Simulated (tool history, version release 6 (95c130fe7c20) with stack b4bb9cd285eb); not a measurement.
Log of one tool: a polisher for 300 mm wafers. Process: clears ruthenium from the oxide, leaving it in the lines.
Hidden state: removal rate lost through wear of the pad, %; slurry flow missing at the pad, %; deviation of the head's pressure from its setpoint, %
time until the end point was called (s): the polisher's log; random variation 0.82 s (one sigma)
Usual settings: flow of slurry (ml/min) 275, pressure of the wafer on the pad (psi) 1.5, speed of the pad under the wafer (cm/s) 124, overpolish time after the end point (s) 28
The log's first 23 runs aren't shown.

run,day,flow of slurry (ml/min),pressure of the wafer on the pad (psi),speed of the pad under the wafer (cm/s),overpolish time after the end point (s),wafers since the last listed run,wafers polished on this pad,hours since the slurry nozzle was cleaned,hours since the head pressure was calibrated,"incoming thickness of the incoming film, nm",time until the end point was called (s)
24,52.371,315,1.5,124,45,337,1042,82.5,523.4,101.5,86.5
25,54.121,345,1.8,136,15,288,1331,124.5,565.4,101.0,67.2
26,56.179,325,1.5,88,28,339,1671,173.9,614.8,100.5,107.9
27,58.633,185,1.5,154,28,405,2076,232.8,673.7,99.7,75.2
28,59.662,275,1.5,124,28,169,2246,257.5,698.4,100.5,87.9
29,61.908,275,1.5,124,28,370,2617,311.4,752.3,100.6,87.3
# day 62.375: worn pad replaced by a new one
30,63.612,275,1.8,124,28,253,204,352.3,793.2,100.8,72.0
31,65.242,275,1.5,124,39,268,473,391.4,832.3,101.2,87.7
32,66.742,275,1.5,124,28,247,721,427.4,868.3,99.8,85.8
# day 67.688: slurry nozzle cleaned
33,69.388,275,1.5,124,28,429,1150,40.8,931.8,101.7,86.0
34,70.429,215,1.4,124,15,171,1322,65.8,956.8,101.3,94.7
35,74.425,275,1.5,142,43,659,1982,161.7,1052.7,98.9,76.7
36,77.104,275,1.7,124,23,442,2424,226.0,1117.0,100.8,74.4
37,79.742,275,1.5,124,28,435,2860,289.3,1180.3,99.2,84.8
# day 81.754: worn pad replaced by a new one
38,81.775,275,1.0,124,28,308,3,338.1,1229.1,99.7,127.0

Forecast each of these 3 alternatives for the next run:
A,81.796,275,1.5,92,28,3,7,338.6,1229.6,98.3,?
B,81.796,350,1.1,124,28,3,7,338.6,1229.6,98.3,?
C,81.796,275,1.5,124,44,3,7,338.6,1229.6,98.3,?

run,time until the end point was called (s)
A,103.3
B,114.8
C,85.4
Without the tool's hidden state the same runs would have given:
run,time until the end point was called (s)
A,103.3
B,114.8
C,85.4
